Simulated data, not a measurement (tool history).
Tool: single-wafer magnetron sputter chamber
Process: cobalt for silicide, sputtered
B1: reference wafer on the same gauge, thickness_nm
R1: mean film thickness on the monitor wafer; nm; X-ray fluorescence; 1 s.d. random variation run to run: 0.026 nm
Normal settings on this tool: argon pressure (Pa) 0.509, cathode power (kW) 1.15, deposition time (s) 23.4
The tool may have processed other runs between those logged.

{"run": 1, "hour": 0.0, "argon pressure (Pa)": 0.509, "cathode power (kW)": 1.15, "deposition time (s)": 19.9, "B1": 11.695, "R1": 10.897}
{"run": 2, "hour": 15.9, "argon pressure (Pa)": 0.509, "cathode power (kW)": 1.15, "deposition time (s)": 23.4, "B1": 11.698, "R1": 12.82}
{"run": 3, "hour": 29.2, "argon pressure (Pa)": 0.509, "cathode power (kW)": 1.15, "deposition time (s)": 23.4, "B1": 11.699, "R1": 12.832}
{"hour": 42.7, "done": "gauge calibrated"}
{"run": 4, "hour": 46.5, "argon pressure (Pa)": 0.509, "cathode power (kW)": 1.15, "deposition time (s)": 21.5, "B1": 11.702, "R1": 11.823}
{"run": 5, "hour": 57.5, "argon pressure (Pa)": 0.509, "cathode power (kW)": 1.15, "deposition time (s)": 21.5, "B1": 11.704, "R1": 11.772}
{"run": 6, "hour": 69.3, "argon pressure (Pa)": 0.652, "cathode power (kW)": 1.15, "deposition time (s)": 23.4, "B1": 11.699, "R1": 12.297}
{"run": 7, "hour": 79.0, "argon pressure (Pa)": 0.57, "cathode power (kW)": 1.3, "deposition time (s)": 23.4, "B1": 11.699, "R1": 14.238}
{"run": 8, "hour": 91.8, "argon pressure (Pa)": 0.57, "cathode power (kW)": 1.3, "deposition time (s)": 23.4, "B1": 11.7, "R1": 14.212}
{"run": 9, "hour": 99.3, "argon pressure (Pa)": 0.509, "cathode power (kW)": 1.15, "deposition time (s)": 23.4, "B1": 11.698, "R1": 12.829}
{"run": 10, "hour": 114.2, "argon pressure (Pa)": 0.362, "cathode power (kW)": 1, "deposition time (s)": 23.4, "B1": 11.707, "R1": 11.705}
{"run": 11, "hour": 121.5, "argon pressure (Pa)": 0.509, "cathode power (kW)": 1.15, "deposition time (s)": 23.4, "B1": 11.703, "R1": 12.865}
{"run": 12, "hour": 135.5, "argon pressure (Pa)": 0.509, "cathode power (kW)": 1.15, "deposition time (s)": 23.4, "B1": 11.703, "R1": 12.791}
{"run": 13, "hour": 150.8, "argon pressure (Pa)": 0.509, "cathode power (kW)": 1.15, "deposition time (s)": 23.4, "B1": 11.698, "R1": 12.862}
{"run": 14, "hour": 157.4, "argon pressure (Pa)": 0.509, "cathode power (kW)": 1.15, "deposition time (s)": 21.3, "B1": 11.7, "R1": 11.728}
{"run": 15, "hour": 170.0, "argon pressure (Pa)": 0.509, "cathode power (kW)": 1.15, "deposition time (s)": 21.3, "B1": 11.698, "R1": 11.675}
{"run": 16, "hour": 179.3, "argon pressure (Pa)": 0.509, "cathode power (kW)": 1.15, "deposition time (s)": 23.4, "B1": 11.701, "R1": 12.82}
{"run": 17, "hour": 219.4, "argon pressure (Pa)": 0.509, "cathode power (kW)": 1.15, "deposition time (s)": 23.4, "B1": 11.705, "R1": 12.882}
{"run": 18, "hour": 228.7, "argon pressure (Pa)": 0.509, "cathode power (kW)": 1.15, "deposition time (s)": 23.4, "B1": 11.705, "R1": 12.832}
{"run": 19, "hour": 238.0, "argon pressure (Pa)": 0.509, "cathode power (kW)": 1.15, "deposition time (s)": 23.4, "B1": 11.695, "R1": 12.86}
{"hour": 247.2, "done": "sputter target and shields replaced"}
{"hour": 251.0, "done": "magnet pack replaced"}
{"run": 20, "hour": 251.5, "argon pressure (Pa)": 0.509, "cathode power (kW)": 1.15, "deposition time (s)": 26.3, "B1": 11.699, "R1": 14.637}
{"run": 21, "hour": 265.3, "argon pressure (Pa)": 0.455, "cathode power (kW)": 1.15, "deposition time (s)": 22, "B1": 11.696, "R1": 12.453}
{"run": 22, "hour": 273.8, "argon pressure (Pa)": 0.649, "cathode power (kW)": 1.4, "deposition time (s)": 23.4, "B1": 11.7, "R1": 15.163}
{"run": 23, "hour": 286.2, "argon pressure (Pa)": 0.509, "cathode power (kW)": 1.15, "deposition time (s)": 23.4, "B1": 11.703, "R1": 12.979}
{"run": 24, "hour": 296.3, "argon pressure (Pa)": 0.509, "cathode power (kW)": 1.3, "deposition time (s)": 21.6, "B1": 11.7, "R1": 13.567}
{"run": 25, "hour": 307.5, "argon pressure (Pa)": 0.392, "cathode power (kW)": 1.15, "deposition time (s)": 23.4, "B1": 11.703, "R1": 13.491}
{"run": 26, "hour": 316.2, "argon pressure (Pa)": 0.509, "cathode power (kW)": 1.15, "deposition time (s)": 23.4, "B1": 11.7, "R1": 13.025}
{"run": 27, "hour": 323.6, "argon pressure (Pa)": 0.452, "cathode power (kW)": 1.15, "deposition time (s)": 21.6, "B1": 11.705, "R1": 12.208}
{"run": 28, "hour": 330.0, "argon pressure (Pa)": 0.509, "cathode power (kW)": 1.15, "deposition time (s)": 21.5, "B1": 11.693, "R1": 11.952}
{"hour": 339.2, "done": "gauge calibrated"}
{"hour": 342.8, "done": "capacitance manometer re-zeroed and calibrated"}
{"run": 29, "hour": 348.3, "argon pressure (Pa)": 0.509, "cathode power (kW)": 1.15, "deposition time (s)": 23.4, "B1": 11.705, "R1": 12.737}
{"run": 30, "hour": 363.1, "argon pressure (Pa)": 0.509, "cathode power (kW)": 1.15, "deposition time (s)": 23.4, "B1": 11.706, "R1": 12.759}
{"run": 31, "hour": 377.2, "argon pressure (Pa)": 0.509, "cathode power (kW)": 1.15, "deposition time (s)": 23.4, "B1": 11.699, "R1": 12.763}
{"run": 32, "hour": 393.7, "argon pressure (Pa)": 0.444, "cathode power (kW)": 1.25, "deposition time (s)": 20.2, "B1": 11.699, "R1": 12.209}
{"run": 33, "hour": 405.0, "argon pressure (Pa)": 0.509, "cathode power (kW)": 1, "deposition time (s)": 19.9, "B1": 11.699, "R1": 9.455}
{"run": 34, "hour": 421.1, "argon pressure (Pa)": 0.585, "cathode power (kW)": 1.05, "deposition time (s)": 26.3, "B1": 11.695, "R1": 12.777}
{"run": 35, "hour": 433.4, "argon pressure (Pa)": 0.666, "cathode power (kW)": 1, "deposition time (s)": 28, "B1": 11.697, "R1": 12.593}

Here are 4 independent what-if runs from the current tool condition. What would each one return?
{"run": "A", "hour": 433.8, "argon pressure (Pa)": 0.66, "cathode power (kW)": 1.15, "deposition time (s)": 23.4, "B1": "?", "R1": "?"}
{"run": "B", "hour": 433.8, "argon pressure (Pa)": 0.354, "cathode power (kW)": 1.4, "deposition time (s)": 19, "B1": "?", "R1": "?"}
{"run": "C", "hour": 433.8, "argon pressure (Pa)": 0.62, "cathode power (kW)": 1.25, "deposition time (s)": 22, "B1": "?", "R1": "?"}
{"run": "D", "hour": 433.8, "argon pressure (Pa)": 0.695, "cathode power (kW)": 1, "deposition time (s)": 19.7, "B1": "?", "R1": "?"}

run=A B1=11.703 R1=12.116
run=B B1=11.703 R1=13.217
run=C B1=11.703 R1=12.526
run=D B1=11.703 R1=8.793
With the hidden condition removed and each run's random variation left untouched, the same runs would have given:
run=A R1=12.201
run=B R1=13.32
run=C R1=12.615
run=D R1=8.854
